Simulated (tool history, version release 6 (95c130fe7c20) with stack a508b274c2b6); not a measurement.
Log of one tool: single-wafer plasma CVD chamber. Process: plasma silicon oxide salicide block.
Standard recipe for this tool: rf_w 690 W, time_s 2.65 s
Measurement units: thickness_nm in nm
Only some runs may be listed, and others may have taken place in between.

run,hour,rf_w,time_s,wafers since the last listed run,hours since the last RF generator calibration,hours since the showerhead was replaced,hours since the gauge calibration,"read-back reference wafer on the same gauge, thickness_nm",thickness_nm
1,0.0,690,2.65,0,766.4,6568.8,404.3,28.207,29.065
2,15.4,755,2.65,422,781.8,6584.2,419.7,28.208,29.901
3,32.3,755,2.65,463,798.7,6601.1,436.6,28.209,29.862
4,43.4,690,2.65,304,809.8,6612.2,447.7,28.203,28.944
5,60.2,690,2.65,461,826.6,6629.0,464.5,28.205,29.001
6,75.3,690,2.65,414,841.7,6644.1,479.6,28.209,29.048
7,87.9,690,2.96,345,854.3,6656.7,492.2,28.211,32.398
8,94.1,690,2.65,170,860.5,6662.9,498.4,28.199,28.952
9,108.1,690,2.65,384,874.5,6676.9,512.4,28.182,28.902
10,123.8,690,2.65,431,890.2,6692.6,528.1,28.179,28.961
11,135.6,690,2.65,323,902.0,6704.4,539.9,28.198,28.989
12,151.9,735,2.81,447,918.3,6720.7,556.2,28.200,31.490
13,159.2,735,2.81,200,925.6,6728.0,563.5,28.209,31.384
14,176.7,610,2.65,480,943.1,6745.5,581.0,28.207,27.767
15,191.8,610,2.65,414,958.2,6760.6,596.1,28.195,27.825
16,204.4,690,3.04,345,970.8,6773.2,608.7,28.198,33.184
17,217.0,690,3.04,345,983.4,6785.8,621.3,28.209,33.186
18,226.2,690,3.04,252,992.6,6795.0,630.5,28.225,33.285
# hour 233.1: gauge calibrated
19,242.6,640,3.02,450,1009.0,6811.4,9.5,28.175,32.293
20,257.7,630,2.65,414,1024.1,6826.5,24.6,28.199,28.048
21,263.7,630,2.65,164,1030.1,6832.5,30.6,28.195,28.086
22,272.0,630,2.97,227,1038.4,6840.8,38.9,28.199,31.558
23,279.5,690,2.86,205,1045.9,6848.3,46.4,28.213,31.228
24,291.5,780,2.24,329,1057.9,6860.3,58.4,28.190,25.502
25,301.2,630,2.20,266,1067.6,6870.0,68.1,28.198,23.347
26,307.3,630,2.37,167,1073.7,6876.1,74.2,28.174,25.083
27,316.1,690,2.65,241,1082.5,6884.9,83.0,28.211,28.997
28,330.7,785,2.65,400,1097.1,6899.5,97.6,28.200,30.154
29,339.6,770,2.42,244,1106.0,6908.4,106.5,28.217,27.444
# hour 348.4: RF generator calibrated
# hour 360.4: showerhead replaced, of another model than before
30,360.9,595,2.49,145,12.5,0.5,127.8,28.204,25.581
31,361.8,625,2.42,24,13.4,1.4,128.7,28.214,25.617
32,376.4,690,2.65,400,28.0,16.0,143.3,28.214,30.014
33,390.6,690,2.65,389,42.2,30.2,157.5,28.181,29.781
34,400.2,560,3.14,263,51.8,39.8,167.1,28.220,30.860
35,416.5,645,2.42,447,68.1,56.1,183.4,28.201,26.059
36,462.7,780,2.34,1268,114.3,102.3,229.6,28.163,27.926
37,472.6,690,2.65,271,124.2,112.2,239.5,28.188,29.625
38,482.8,690,2.99,280,134.4,122.4,249.7,28.195,33.357
39,499.4,580,2.32,455,151.0,139.0,266.3,28.207,23.114
40,507.1,630,2.81,211,158.7,146.7,274.0,28.220,29.492
41,518.9,820,2.24,323,170.5,158.5,285.8,28.193,27.405
42,540.9,690,2.84,603,192.5,180.5,307.8,28.186,31.647
43,548.2,615,2.43,200,199.8,187.8,315.1,28.216,25.089

Forecast each of these 3 alternatives for the next run:
A,548.6,690,2.65,10,200.2,188.2,315.5,?,?
B,548.6,690,2.28,10,200.2,188.2,315.5,?,?
C,548.6,625,3.07,10,200.2,188.2,315.5,?,?

run,"read-back reference wafer on the same gauge, thickness_nm",thickness_nm
A,28.199,29.435
B,28.199,25.325
C,28.199,32.097
Without the tool's hidden state the same runs would have given:
run,thickness_nm
A,30.006
B,25.817
C,32.720
